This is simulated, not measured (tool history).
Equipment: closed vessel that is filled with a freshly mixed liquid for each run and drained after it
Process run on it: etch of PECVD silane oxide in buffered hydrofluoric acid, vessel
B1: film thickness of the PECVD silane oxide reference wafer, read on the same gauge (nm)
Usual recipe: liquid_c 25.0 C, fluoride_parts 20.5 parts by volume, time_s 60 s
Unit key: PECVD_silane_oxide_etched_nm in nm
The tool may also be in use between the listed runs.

{"run": 1, "hour": 0.0, "liquid_c": 25.0, "fluoride_parts": 20.5, "time_s": 60, "B1": 99.99, "PECVD_silane_oxide_etched_nm": 73.21}
{"run": 2, "hour": 53.9, "liquid_c": 25.0, "fluoride_parts": 20.5, "time_s": 60, "B1": 100.04, "PECVD_silane_oxide_etched_nm": 72.92}
{"run": 3, "hour": 97.6, "liquid_c": 25.0, "fluoride_parts": 20.5, "time_s": 60, "B1": 99.99, "PECVD_silane_oxide_etched_nm": 73.74}
{"run": 4, "hour": 157.6, "liquid_c": 25.0, "fluoride_parts": 20.5, "time_s": 60, "B1": 99.96, "PECVD_silane_oxide_etched_nm": 73.9}
{"hour": 190.5, "done": "hydrofluoric acid flow meter replaced"}
{"run": 5, "hour": 191.0, "liquid_c": 25.0, "fluoride_parts": 20.5, "time_s": 60, "B1": 99.99, "PECVD_silane_oxide_etched_nm": 77.68}
{"run": 6, "hour": 238.8, "liquid_c": 25.0, "fluoride_parts": 20.5, "time_s": 60, "B1": 99.98, "PECVD_silane_oxide_etched_nm": 78.07}
{"hour": 273.0, "done": "hydrofluoric acid flow meter replaced, repeated, since the last time left the tool worse"}
{"hour": 284.6, "done": "gauge calibrated"}
{"run": 7, "hour": 298.9, "liquid_c": 25.0, "fluoride_parts": 20.5, "time_s": 60, "B1": 99.95, "PECVD_silane_oxide_etched_nm": 67.61}
{"hour": 325.1, "done": "thermometer replaced"}
{"run": 8, "hour": 325.6, "liquid_c": 26.5, "fluoride_parts": 20.5, "time_s": 60, "B1": 100.03, "PECVD_silane_oxide_etched_nm": 74.0}
{"run": 9, "hour": 396.7, "liquid_c": 29.5, "fluoride_parts": 20.5, "time_s": 60, "B1": 99.98, "PECVD_silane_oxide_etched_nm": 87.93}
{"run": 10, "hour": 423.5, "liquid_c": 25.0, "fluoride_parts": 25.5, "time_s": 60, "B1": 99.97, "PECVD_silane_oxide_etched_nm": 59.2}
{"run": 11, "hour": 462.4, "liquid_c": 25.0, "fluoride_parts": 26.5, "time_s": 60, "B1": 99.99, "PECVD_silane_oxide_etched_nm": 57.47}
{"run": 12, "hour": 508.3, "liquid_c": 28.5, "fluoride_parts": 23.0, "time_s": 60, "B1": 99.99, "PECVD_silane_oxide_etched_nm": 77.59}
{"run": 13, "hour": 557.9, "liquid_c": 25.0, "fluoride_parts": 20.5, "time_s": 60, "B1": 100.04, "PECVD_silane_oxide_etched_nm": 68.52}

Expected results for the next run?
{"run": 14, "hour": 585.2, "liquid_c": 25.0, "fluoride_parts": 20.5, "time_s": 60, "B1": "?", "PECVD_silane_oxide_etched_nm": "?"}

Run 14 yielded B1 99.97, PECVD_silane_oxide_etched_nm 70.42 nm.
Had the tool carried no hidden state, the very same run would have given PECVD_silane_oxide_etched_nm 68.89 nm.

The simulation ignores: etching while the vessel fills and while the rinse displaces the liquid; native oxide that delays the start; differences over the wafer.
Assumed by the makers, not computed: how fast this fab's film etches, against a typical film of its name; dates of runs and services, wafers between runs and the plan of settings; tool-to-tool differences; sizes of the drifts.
